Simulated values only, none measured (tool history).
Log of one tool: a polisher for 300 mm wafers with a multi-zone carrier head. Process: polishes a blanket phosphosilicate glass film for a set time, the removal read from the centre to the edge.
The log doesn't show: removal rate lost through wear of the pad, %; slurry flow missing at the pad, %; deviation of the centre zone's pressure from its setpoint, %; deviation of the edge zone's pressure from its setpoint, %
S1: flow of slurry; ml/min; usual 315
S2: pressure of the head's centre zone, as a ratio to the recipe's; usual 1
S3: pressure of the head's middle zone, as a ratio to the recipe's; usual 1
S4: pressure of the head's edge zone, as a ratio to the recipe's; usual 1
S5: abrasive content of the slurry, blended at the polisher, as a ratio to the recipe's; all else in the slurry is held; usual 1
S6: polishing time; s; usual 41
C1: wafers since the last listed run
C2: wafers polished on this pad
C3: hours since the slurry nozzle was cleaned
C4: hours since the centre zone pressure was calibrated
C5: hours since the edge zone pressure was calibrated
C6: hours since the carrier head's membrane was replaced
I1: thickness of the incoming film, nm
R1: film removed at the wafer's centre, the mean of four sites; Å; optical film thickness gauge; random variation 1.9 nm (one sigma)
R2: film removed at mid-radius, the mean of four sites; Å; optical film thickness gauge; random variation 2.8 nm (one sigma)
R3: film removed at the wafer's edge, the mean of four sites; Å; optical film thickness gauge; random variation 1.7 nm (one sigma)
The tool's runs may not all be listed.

{"run": 1, "day": 0.0, "S1": 315, "S2": 0.95, "S3": 1, "S4": 1.08, "S5": 1, "S6": 41, "C1": 0, "C2": 921, "C3": 203.5, "C4": 1517.9, "C5": 71.7, "C6": 918.8, "I1": 3175.8, "R1": 1576, "R2": 1926, "R3": 2048}
{"day": 0.558, "done": "worn pad replaced by a new one"}
{"run": 2, "day": 1.479, "S1": 315, "S2": 0.95, "S3": 1, "S4": 1.08, "S5": 1, "S6": 41, "C1": 386, "C2": 271, "C3": 239, "C4": 1553.4, "C5": 107.2, "C6": 954.3, "I1": 3122.5, "R1": 1573, "R2": 1945, "R3": 2033}
{"run": 3, "day": 2.038, "S1": 370, "S2": 1, "S3": 0.92, "S4": 1, "S5": 1, "S6": 41, "C1": 164, "C2": 435, "C3": 252.4, "C4": 1566.8, "C5": 120.6, "C6": 967.7, "I1": 3176.8, "R1": 1653, "R2": 1828, "R3": 1982}
{"run": 4, "day": 2.825, "S1": 315, "S2": 1, "S3": 1, "S4": 1, "S5": 1, "S6": 41, "C1": 231, "C2": 667, "C3": 271.3, "C4": 1585.7, "C5": 139.5, "C6": 986.6, "I1": 3185.2, "R1": 1624, "R2": 2004, "R3": 1953}
{"day": 2.979, "done": "slurry nozzle cleaned"}
{"run": 5, "day": 3.525, "S1": 315, "S2": 1, "S3": 1, "S4": 1, "S5": 1, "S6": 41, "C1": 193, "C2": 861, "C3": 13.1, "C4": 1602.5, "C5": 156.3, "C6": 1003.4, "I1": 3197.5, "R1": 1630, "R2": 1958, "R3": 1951}
{"day": 4.496, "done": "carrier head's membrane replaced by a new one"}
{"day": 4.654, "done": "worn pad replaced by a new one"}
{"run": 6, "day": 4.675, "S1": 230, "S2": 1, "S3": 1, "S4": 1, "S5": 1, "S6": 41, "C1": 230, "C2": 5, "C3": 40.7, "C4": 1630.1, "C5": 183.9, "C6": 4.3, "I1": 3191.5, "R1": 1606, "R2": 1853, "R3": 1911}
{"day": 4.917, "done": "centre zone pressure recalibrated"}
{"run": 7, "day": 5.321, "S1": 315, "S2": 1, "S3": 1, "S4": 1, "S5": 1, "S6": 41, "C1": 165, "C2": 171, "C3": 56.2, "C4": 9.7, "C5": 199.4, "C6": 19.8, "I1": 3155.1, "R1": 1825, "R2": 1921, "R3": 1957}
{"run": 8, "day": 6.375, "S1": 315, "S2": 1, "S3": 1, "S4": 1, "S5": 1, "S6": 41, "C1": 310, "C2": 482, "C3": 81.5, "C4": 35, "C5": 224.7, "C6": 45.1, "I1": 3178.4, "R1": 1876, "R2": 2012, "R3": 1950}
{"run": 9, "day": 7.333, "S1": 315, "S2": 1, "S3": 1, "S4": 1, "S5": 1, "S6": 41, "C1": 282, "C2": 764, "C3": 104.5, "C4": 58, "C5": 247.7, "C6": 68.1, "I1": 3130.5, "R1": 1815, "R2": 1979, "R3": 1976}
{"run": 10, "day": 8.108, "S1": 315, "S2": 1, "S3": 1.09, "S4": 1, "S5": 1, "S6": 41, "C1": 228, "C2": 992, "C3": 123.1, "C4": 76.6, "C5": 266.3, "C6": 86.7, "I1": 3169.8, "R1": 1827, "R2": 2086, "R3": 1955}
{"day": 8.617, "done": "worn pad replaced by a new one"}
{"run": 11, "day": 9.25, "S1": 315, "S2": 0.95, "S3": 1, "S4": 1, "S5": 0.8, "S6": 41, "C1": 287, "C2": 186, "C3": 150.5, "C4": 104, "C5": 293.7, "C6": 114.1, "I1": 3137, "R1": 1506, "R2": 1709, "R3": 1695}
{"run": 12, "day": 10.704, "S1": 315, "S2": 1, "S3": 1, "S4": 1, "S5": 1, "S6": 41, "C1": 428, "C2": 614, "C3": 185.4, "C4": 138.9, "C5": 328.6, "C6": 149, "I1": 3218.6, "R1": 1800, "R2": 1913, "R3": 1932}
{"run": 13, "day": 11.412, "S1": 315, "S2": 1, "S3": 0.92, "S4": 1, "S5": 1, "S6": 41, "C1": 208, "C2": 823, "C3": 202.4, "C4": 155.9, "C5": 345.6, "C6": 166, "I1": 3187.8, "R1": 1772, "R2": 1801, "R3": 1997}
{"run": 14, "day": 12.15, "S1": 315, "S2": 1, "S3": 1, "S4": 1, "S5": 1, "S6": 41, "C1": 217, "C2": 1040, "C3": 220.1, "C4": 173.6, "C5": 363.3, "C6": 183.7, "I1": 3119.4, "R1": 1767, "R2": 1941, "R3": 1959}
{"day": 13.325, "done": "worn pad replaced by a new one"}
{"run": 15, "day": 13.446, "S1": 315, "S2": 1, "S3": 1, "S4": 1, "S5": 1, "S6": 41, "C1": 332, "C2": 35, "C3": 251.2, "C4": 204.7, "C5": 394.4, "C6": 214.8, "I1": 3167.6, "R1": 1795, "R2": 1964, "R3": 1972}
{"run": 16, "day": 14.575, "S1": 315, "S2": 1, "S3": 1, "S4": 0.93, "S5": 1, "S6": 41, "C1": 332, "C2": 367, "C3": 278.3, "C4": 231.8, "C5": 421.5, "C6": 241.9, "I1": 3173.9, "R1": 1756, "R2": 1941, "R3": 1888}
{"day": 14.904, "done": "edge zone pressure recalibrated"}
{"day": 14.971, "done": "slurry nozzle cleaned"}
{"run": 17, "day": 15.479, "S1": 315, "S2": 1, "S3": 1, "S4": 1.05, "S5": 1, "S6": 41, "C1": 229, "C2": 597, "C3": 12.2, "C4": 253.5, "C5": 13.8, "C6": 263.6, "I1": 3222.9, "R1": 1758, "R2": 1937, "R3": 2011}
{"run": 18, "day": 16.475, "S1": 315, "S2": 0.94, "S3": 1, "S4": 1, "S5": 1, "S6": 41, "C1": 293, "C2": 890, "C3": 36.1, "C4": 277.4, "C5": 37.7, "C6": 287.5, "I1": 3196.3, "R1": 1652, "R2": 1937, "R3": 1977}
{"run": 19, "day": 17.417, "S1": 230, "S2": 1.09, "S3": 1, "S4": 1, "S5": 1, "S6": 41, "C1": 277, "C2": 1167, "C3": 58.7, "C4": 300, "C5": 60.3, "C6": 310.1, "I1": 3158.1, "R1": 1849, "R2": 1907, "R3": 1930}
{"day": 17.767, "done": "worn pad replaced by a new one"}
{"run": 20, "day": 18.817, "S1": 315, "S2": 1.1, "S3": 1, "S4": 1, "S5": 1, "S6": 41, "C1": 363, "C2": 308, "C3": 92.3, "C4": 333.6, "C5": 93.9, "C6": 343.7, "I1": 3176.9, "R1": 1886, "R2": 1929, "R3": 1932}
{"run": 21, "day": 19.612, "S1": 390, "S2": 1, "S3": 1, "S4": 1.06, "S5": 1, "S6": 45, "C1": 234, "C2": 543, "C3": 111.4, "C4": 352.7, "C5": 113, "C6": 362.8, "I1": 3202.3, "R1": 1961, "R2": 2189, "R3": 2206}

The tool's hidden state at each run:
removal rate lost through wear of the pad, %: 0 in every run
slurry flow missing at the pad, %: 0 in every run
deviation of the edge zone's pressure from its setpoint, %: 0 in every run
H1: deviation of the centre zone's pressure from its setpoint, %
run=1 H1=-13.5
run=2 H1=-13.5
run=3 H1=-13.5
run=4 H1=-13.5
run=5 H1=-13.5
run=6 H1=-13.6
run=7 H1=-1.39
run=8 H1=-2.01
run=9 H1=-2.54
run=10 H1=-2.96
run=11 H1=-3.54
run=12 H1=-4.24
run=13 H1=-4.56
run=14 H1=-4.88
run=15 H1=-5.42
run=16 H1=-5.87
run=17 H1=-6.21
run=18 H1=-6.57
run=19 H1=-6.89
run=20 H1=-7.34
run=21 H1=-7.58

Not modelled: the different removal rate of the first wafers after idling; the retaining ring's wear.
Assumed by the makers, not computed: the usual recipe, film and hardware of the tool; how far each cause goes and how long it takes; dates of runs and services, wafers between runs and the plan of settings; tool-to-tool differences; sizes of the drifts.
